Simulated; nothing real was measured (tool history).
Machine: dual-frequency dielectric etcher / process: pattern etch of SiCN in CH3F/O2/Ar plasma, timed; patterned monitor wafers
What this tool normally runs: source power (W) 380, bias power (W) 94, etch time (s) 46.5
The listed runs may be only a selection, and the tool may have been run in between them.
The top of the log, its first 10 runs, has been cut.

| run | hour | source power (W) | bias power (W) | etch time (s) | wafers since the last listed run | hours since the last wet clean | hours since the last source power generator calibration | hours since the last bias power generator calibration | hours since the last upper electrode change | hours since the gauge calibration | read-back reference wafer on the same gauge, depth_nm | mean etch depth across the wafer (nm) |
|---|---|---|---|---|---|---|---|---|---|---|---|---|
| 11 | 244.2 | 420 | 103 | 42.5 | 251 | 41.8 | 1656.5 | 138.4 | 95.2 | 668.2 | 21.97 | 18.83 |
| 12 | 260.5 | 450 | 88 | 36.5 | 174 | 58.1 | 1672.8 | 154.7 | 111.5 | 684.5 | 22.02 | 15.95 |
| 13 | 275.5 | 380 | 94 | 46.5 | 160 | 73.1 | 1687.8 | 169.7 | 126.5 | 699.5 | 22.03 | 18.80 |
| 14 | 287.8 | 380 | 94 | 46.5 | 131 | 85.4 | 1700.1 | 182.0 | 138.8 | 711.8 | 21.99 | 18.92 |
| 15 | 313.3 | 380 | 94 | 36.5 | 273 | 110.9 | 1725.6 | 207.5 | 164.3 | 737.3 | 22.03 | 14.84 |
| 16 | 335.5 | 410 | 117 | 38.0 | 237 | 133.1 | 1747.8 | 229.7 | 186.5 | 759.5 | 22.00 | 17.37 |
|  | 341.4 | source power generator calibrated |
|  | 353.9 | gauge calibrated |
| 17 | 368.2 | 380 | 83 | 53.5 | 307 | 165.8 | 26.8 | 262.4 | 219.2 | 14.3 | 21.99 | 21.83 |
| 18 | 387.7 | 470 | 111 | 46.5 | 208 | 185.3 | 46.3 | 281.9 | 238.7 | 33.8 | 21.97 | 23.28 |
| 19 | 400.2 | 310 | 94 | 37.0 | 133 | 197.8 | 58.8 | 294.4 | 251.2 | 46.3 | 21.96 | 13.82 |
| 20 | 427.1 | 470 | 111 | 46.5 | 288 | 224.7 | 85.7 | 321.3 | 278.1 | 73.2 | 21.98 | 23.22 |
| 21 | 462.0 | 380 | 110 | 59.5 | 373 | 259.6 | 120.6 | 356.2 | 313.0 | 108.1 | 21.99 | 26.26 |
| 22 | 475.1 | 350 | 94 | 54.0 | 140 | 272.7 | 133.7 | 369.3 | 326.1 | 121.2 | 22.01 | 21.48 |
| 23 | 497.1 | 450 | 105 | 46.5 | 235 | 294.7 | 155.7 | 391.3 | 348.1 | 143.2 | 21.99 | 22.27 |
| 24 | 522.9 | 410 | 117 | 38.0 | 276 | 320.5 | 181.5 | 417.1 | 373.9 | 169.0 | 21.99 | 18.04 |
| 25 | 547.8 | 320 | 102 | 56.0 | 266 | 345.4 | 206.4 | 442.0 | 398.8 | 193.9 | 22.04 | 21.84 |
| 26 | 578.6 | 380 | 101 | 36.5 | 329 | 376.2 | 237.2 | 472.8 | 429.6 | 224.7 | 22.02 | 15.80 |
| 27 | 598.8 | 380 | 94 | 46.5 | 216 | 396.4 | 257.4 | 493.0 | 449.8 | 244.9 | 22.02 | 19.68 |
|  | 635.1 | wet clean of the chamber |
| 28 | 635.6 | 380 | 94 | 46.5 | 137 | 0.5 | 294.2 | 529.8 | 486.6 | 281.7 | 22.00 | 19.41 |
| 29 | 661.2 | 380 | 115 | 58.0 | 274 | 26.1 | 319.8 | 555.4 | 512.2 | 307.3 | 21.98 | 26.21 |
| 30 | 685.5 | 380 | 71 | 54.5 | 260 | 50.4 | 344.1 | 579.7 | 536.5 | 331.6 | 22.00 | 20.82 |

4 ways to go on from here, each from the tool as it stands after run 30. What would each give?
| A | 685.9 | 380 | 94 | 46.5 | 4 | 50.8 | 344.5 | 580.1 | 536.9 | 332.0 | ? | ? |
| B | 685.9 | 380 | 94 | 39.5 | 4 | 50.8 | 344.5 | 580.1 | 536.9 | 332.0 | ? | ? |
| C | 685.9 | 380 | 94 | 35.0 | 4 | 50.8 | 344.5 | 580.1 | 536.9 | 332.0 | ? | ? |
| D | 685.9 | 340 | 78 | 33.5 | 4 | 50.8 | 344.5 | 580.1 | 536.9 | 332.0 | ? | ? |

| run | read-back reference wafer on the same gauge, depth_nm | mean etch depth across the wafer (nm) |
|---|---|---|
| A | 22.01 | 19.28 |
| B | 22.01 | 16.38 |
| C | 22.01 | 14.51 |
| D | 22.01 | 12.16 |
Take away the tool's hidden state, keep each run's random variation, and the runs would have read:
| run | mean etch depth across the wafer (nm) |
|---|---|
| A | 19.29 |
| B | 16.39 |
| C | 14.52 |
| D | 12.17 |
